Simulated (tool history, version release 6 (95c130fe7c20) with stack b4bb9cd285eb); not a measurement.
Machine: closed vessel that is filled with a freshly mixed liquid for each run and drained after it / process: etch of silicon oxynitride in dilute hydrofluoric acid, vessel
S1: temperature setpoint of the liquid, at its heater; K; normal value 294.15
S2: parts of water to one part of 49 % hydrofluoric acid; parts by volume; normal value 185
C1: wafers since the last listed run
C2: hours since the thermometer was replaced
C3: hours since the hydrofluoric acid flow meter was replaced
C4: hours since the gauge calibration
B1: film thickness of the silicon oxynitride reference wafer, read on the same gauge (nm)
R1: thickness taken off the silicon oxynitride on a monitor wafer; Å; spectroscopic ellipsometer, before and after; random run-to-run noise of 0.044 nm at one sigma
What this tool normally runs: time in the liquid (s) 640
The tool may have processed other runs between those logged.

run 1 hour=0.0 | S1=298.15 S2=150 time_in_the_liquid_(s)=640 | C1=0 C2=2252.2 C3=702.3 C4=222.3 | B1=60.02 | R1=124.9
run 2 hour=12.7 | S1=298.15 S2=150 time_in_the_liquid_(s)=640 | C1=1077 C2=2264.9 C3=715.0 C4=235.0 | B1=59.97 | R1=123.7
run 3 hour=29.1 | S1=294.15 S2=185 time_in_the_liquid_(s)=640 | C1=1391 C2=2281.3 C3=731.4 C4=251.4 | B1=59.97 | R1=81.9
run 4 hour=36.6 | S1=294.15 S2=185 time_in_the_liquid_(s)=640 | C1=636 C2=2288.8 C3=738.9 C4=258.9 | B1=59.97 | R1=83.1
run 5 hour=47.7 | S1=294.15 S2=185 time_in_the_liquid_(s)=640 | C1=942 C2=2299.9 C3=750.0 C4=270.0 | B1=60.01 | R1=83.4
run 6 hour=55.9 | S1=294.15 S2=185 time_in_the_liquid_(s)=640 | C1=695 C2=2308.1 C3=758.2 C4=278.2 | B1=60.01 | R1=82.6
run 7 hour=70.6 | S1=294.15 S2=185 time_in_the_liquid_(s)=640 | C1=1247 C2=2322.8 C3=772.9 C4=292.9 | B1=60.00 | R1=83.0
run 8 hour=79.9 | S1=294.15 S2=185 time_in_the_liquid_(s)=640 | C1=789 C2=2332.1 C3=782.2 C4=302.2 | B1=60.03 | R1=83.1
run 9 hour=94.0 | S1=294.15 S2=185 time_in_the_liquid_(s)=640 | C1=1196 C2=2346.2 C3=796.3 C4=316.3 | B1=60.02 | R1=82.3
run 10 hour=108.8 | S1=292.65 S2=185 time_in_the_liquid_(s)=640 | C1=1256 C2=2361.0 C3=811.1 C4=331.1 | B1=60.01 | R1=77.0
run 11 hour=116.8 | S1=292.65 S2=185 time_in_the_liquid_(s)=640 | C1=678 C2=2369.0 C3=819.1 C4=339.1 | B1=59.96 | R1=77.4
run 12 hour=123.1 | S1=292.65 S2=185 time_in_the_liquid_(s)=640 | C1=534 C2=2375.3 C3=825.4 C4=345.4 | B1=60.01 | R1=78.0
-- hour=129.1 thermometer replaced
run 13 hour=134.7 | S1=297.65 S2=185 time_in_the_liquid_(s)=640 | C1=899 C2=5.6 C3=837.0 C4=357.0 | B1=59.99 | R1=87.8
-- hour=135.3 gauge calibrated
run 14 hour=147.3 | S1=294.15 S2=95 time_in_the_liquid_(s)=640 | C1=1069 C2=18.2 C3=849.6 C4=12.0 | B1=59.96 | R1=154.2
run 15 hour=158.1 | S1=294.15 S2=185 time_in_the_liquid_(s)=640 | C1=916 C2=29.0 C3=860.4 C4=22.8 | B1=60.02 | R1=74.0
run 16 hour=175.5 | S1=291.65 S2=240 time_in_the_liquid_(s)=640 | C1=1476 C2=46.4 C3=877.8 C4=40.2 | B1=59.99 | R1=49.6
run 17 hour=187.0 | S1=291.15 S2=185 time_in_the_liquid_(s)=440 | C1=976 C2=57.9 C3=889.3 C4=51.7 | B1=60.01 | R1=44.6
run 18 hour=203.0 | S1=294.15 S2=185 time_in_the_liquid_(s)=640 | C1=1357 C2=73.9 C3=905.3 C4=67.7 | B1=60.03 | R1=74.3
-- hour=213.8 hydrofluoric acid flow meter replaced
run 19 hour=234.8 | S1=291.65 S2=240 time_in_the_liquid_(s)=640 | C1=2614 C2=105.7 C3=21.0 C4=99.5 | B1=60.00 | R1=49.4
run 20 hour=241.5 | S1=294.15 S2=185 time_in_the_liquid_(s)=640 | C1=568 C2=112.4 C3=27.7 C4=106.2 | B1=59.99 | R1=74.9
run 21 hour=254.4 | S1=297.15 S2=130 time_in_the_liquid_(s)=385 | C1=1094 C2=125.3 C3=40.6 C4=119.1 | B1=60.01 | R1=75.9
run 22 hour=267.5 | S1=291.15 S2=215 time_in_the_liquid_(s)=255 | C1=1111 C2=138.4 C3=53.7 C4=132.2 | B1=60.01 | R1=21.6
run 23 hour=282.6 | S1=292.15 S2=185 time_in_the_liquid_(s)=640 | C1=1281 C2=153.5 C3=68.8 C4=147.3 | B1=59.99 | R1=68.4
run 24 hour=292.9 | S1=299.15 S2=270 time_in_the_liquid_(s)=980 | C1=874 C2=163.8 C3=79.1 C4=157.6 | B1=59.99 | R1=90.9
run 25 hour=299.3 | S1=294.15 S2=95 time_in_the_liquid_(s)=640 | C1=543 C2=170.2 C3=85.5 C4=164.0 | B1=60.05 | R1=155.1
run 26 hour=344.3 | S1=294.15 S2=245 time_in_the_liquid_(s)=640 | C1=3819 C2=215.2 C3=130.5 C4=209.0 | B1=60.00 | R1=54.6
run 27 hour=362.0 | S1=292.15 S2=185 time_in_the_liquid_(s)=640 | C1=1502 C2=232.9 C3=148.2 C4=226.7 | B1=60.05 | R1=68.3
run 28 hour=368.8 | S1=290.15 S2=115 time_in_the_liquid_(s)=945 | C1=577 C2=239.7 C3=155.0 C4=233.5 | B1=60.01 | R1=154.1
run 29 hour=383.9 | S1=294.15 S2=150 time_in_the_liquid_(s)=640 | C1=1281 C2=254.8 C3=170.1 C4=248.6 | B1=60.03 | R1=95.2
run 30 hour=391.7 | S1=291.15 S2=230 time_in_the_liquid_(s)=300 | C1=662 C2=262.6 C3=177.9 C4=256.4 | B1=60.03 | R1=24.1
run 31 hour=405.4 | S1=290.15 S2=245 time_in_the_liquid_(s)=920 | C1=1162 C2=276.3 C3=191.6 C4=270.1 | B1=59.99 | R1=65.1
run 32 hour=422.0 | S1=296.65 S2=110 time_in_the_liquid_(s)=855 | C1=1408 C2=292.9 C3=208.2 C4=286.7 | B1=59.95 | R1=201.3

Some steps in R1, run to run, broken into two amounts with sign: the step expected even without the hidden condition (settings, incoming material, random variation), and the rest, left for the hidden condition together with whatever gauge scatter is not in both the measured and the hidden-condition-free result:
Hidden conditions of the tool in this case: liquid hotter than its thermometer reads (K); hydrofluoric acid flow below the setpoint (%); gauge reads high (%).
Run 2 -> 3: S1 298.15 -> 294.15, S2 150 -> 185. R1 -41.8 Å: hidden state -4.2, all else -37.6.
Run 12 -> 13: S1 292.65 -> 297.65, thermometer replaced. R1 +9.8 Å: hidden state -8.4, all else +18.2.
Run 25 -> 26: S2 95 -> 245. R1 -100.5 Å: hidden state -1.2, all else -99.3.
Run 27 -> 28: S1 292.15 -> 290.15, S2 185 -> 115, time in the liquid (s) 640 -> 945. R1 +85.8 Å: hidden state +1.6, all else +84.2.
Run 31 -> 32: S1 290.15 -> 296.65, S2 245 -> 110, time in the liquid (s) 920 -> 855. R1 +136.2 Å: hidden state +2.6, all else +133.6.

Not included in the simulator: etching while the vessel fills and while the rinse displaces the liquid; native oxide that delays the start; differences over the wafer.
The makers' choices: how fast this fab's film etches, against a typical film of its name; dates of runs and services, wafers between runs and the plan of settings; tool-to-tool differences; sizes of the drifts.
